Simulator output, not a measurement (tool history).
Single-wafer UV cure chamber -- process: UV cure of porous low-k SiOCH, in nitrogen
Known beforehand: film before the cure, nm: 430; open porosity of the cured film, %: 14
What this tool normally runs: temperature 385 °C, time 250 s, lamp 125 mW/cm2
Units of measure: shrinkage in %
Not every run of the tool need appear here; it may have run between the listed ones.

run,hour,temperature,time,lamp,wafers since the last listed run,hours since the UV bulbs were replaced,wafers since the quartz window was cleaned,shrinkage
1,0,385,250,98,0,2341.6,2584,8.859
2,33.8,385,250,98,186,2375.4,2770,8.76
# hour 133.2: quartz window cleaned
3,200.2,385,250,98,874,2541.8,369,8.611
4,374.9,385,350,125,964,2716.5,1334,10.843
5,428,385,350,125,293,2769.6,1627,10.925
6,463.5,370,250,125,195,2805.1,1823,9.077
7,501.9,370,250,125,211,2843.5,2035,9.303
# hour 517.9: UV bulbs replaced
8,544.4,370,250,125,190,26.5,2225,8.11
9,586.8,385,250,125,234,68.9,2459,8.318
10,619.1,405,135,125,178,101.2,2638,6.144
11,674.3,385,320,125,304,156.4,2943,9.29
# hour 718.8: UV bulbs replaced, repeated, since the last time left the tool worse
12,727.5,385,250,125,249,8.7,3192,10.776
# hour 750.3: quartz window cleaned
13,784.4,397,165,86,269,65.6,188,7.713
14,842,385,365,125,317,123.2,506,11.966
15,909.1,372,250,109,370,190.3,876,9.929
16,938.1,385,250,113,160,219.3,1036,10.052
17,979.9,385,300,125,230,261.1,1267,11.208

Alternative continuations, all from the tool just after run 17; predict every row:
A,980.4,385,190,125,2,261.6,1270,?
B,980.4,392,110,108,2,261.6,1270,?
C,980.4,404,320,89,2,261.6,1270,?

run,shrinkage
A,9.404
B,6.864
C,10.447
Without the tool's unlogged condition, the same runs would have read:
run,shrinkage
A,9.511
B,6.96
C,10.557

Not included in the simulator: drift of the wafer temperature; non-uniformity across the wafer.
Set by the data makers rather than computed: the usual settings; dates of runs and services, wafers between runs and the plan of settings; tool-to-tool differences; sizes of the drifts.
